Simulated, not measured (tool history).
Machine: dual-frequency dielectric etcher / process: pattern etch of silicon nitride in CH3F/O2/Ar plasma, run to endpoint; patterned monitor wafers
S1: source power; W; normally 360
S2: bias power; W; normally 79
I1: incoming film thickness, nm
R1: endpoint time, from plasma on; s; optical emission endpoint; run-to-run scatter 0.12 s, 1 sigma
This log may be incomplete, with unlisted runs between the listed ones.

run 1 hour=0.0 | S1=360 S2=79 | I1=19.52 | R1=27.2
run 2 hour=9.0 | S1=360 S2=79 | I1=19.59 | R1=27.3
run 3 hour=18.0 | S1=360 S2=79 | I1=19.64 | R1=27.5
run 4 hour=24.3 | S1=360 S2=79 | I1=19.43 | R1=27.2
-- hour=61.3 wet clean of the chamber
run 5 hour=61.8 | S1=360 S2=79 | I1=19.47 | R1=26.1
run 6 hour=71.2 | S1=360 S2=79 | I1=19.57 | R1=26.3
run 7 hour=81.6 | S1=360 S2=79 | I1=19.55 | R1=26.4
run 8 hour=94.8 | S1=360 S2=79 | I1=19.77 | R1=26.5
run 9 hour=100.8 | S1=360 S2=63 | I1=19.53 | R1=27.9
-- hour=105.2 source power generator calibrated
-- hour=131.5 upper electrode replaced
run 10 hour=132.0 | S1=360 S2=98 | I1=19.41 | R1=24.8
run 11 hour=132.3 | S1=390 S2=64 | I1=19.72 | R1=27.3
run 12 hour=132.6 | S1=410 S2=94 | I1=19.75 | R1=24.0
-- hour=138.6 bias power generator calibrated
run 13 hour=144.7 | S1=360 S2=84 | I1=19.60 | R1=26.2
run 14 hour=155.6 | S1=360 S2=79 | I1=19.67 | R1=26.8
run 15 hour=170.0 | S1=400 S2=70 | I1=19.58 | R1=26.2
run 16 hour=186.3 | S1=330 S2=95 | I1=19.55 | R1=26.5
run 17 hour=193.7 | S1=420 S2=72 | I1=19.80 | R1=25.6
run 18 hour=201.6 | S1=360 S2=79 | I1=19.49 | R1=26.5

Forecast each of these 5 alternatives for the next run:
run A hour=202.0 | S1=270 S2=79 | I1=19.92 | R1=?
run B hour=202.0 | S1=290 S2=95 | I1=19.92 | R1=?
run C hour=202.0 | S1=360 S2=73 | I1=19.92 | R1=?
run D hour=202.0 | S1=320 S2=67 | I1=19.92 | R1=?
run E hour=202.0 | S1=360 S2=71 | I1=19.92 | R1=?

run=A R1=31.4
run=B R1=28.7
run=C R1=27.8
run=D R1=30.1
run=E R1=28.0
With no hidden state in the tool, these same runs would have given:
run=A R1=30.8
run=B R1=28.2
run=C R1=27.3
run=D R1=29.6
run=E R1=27.5
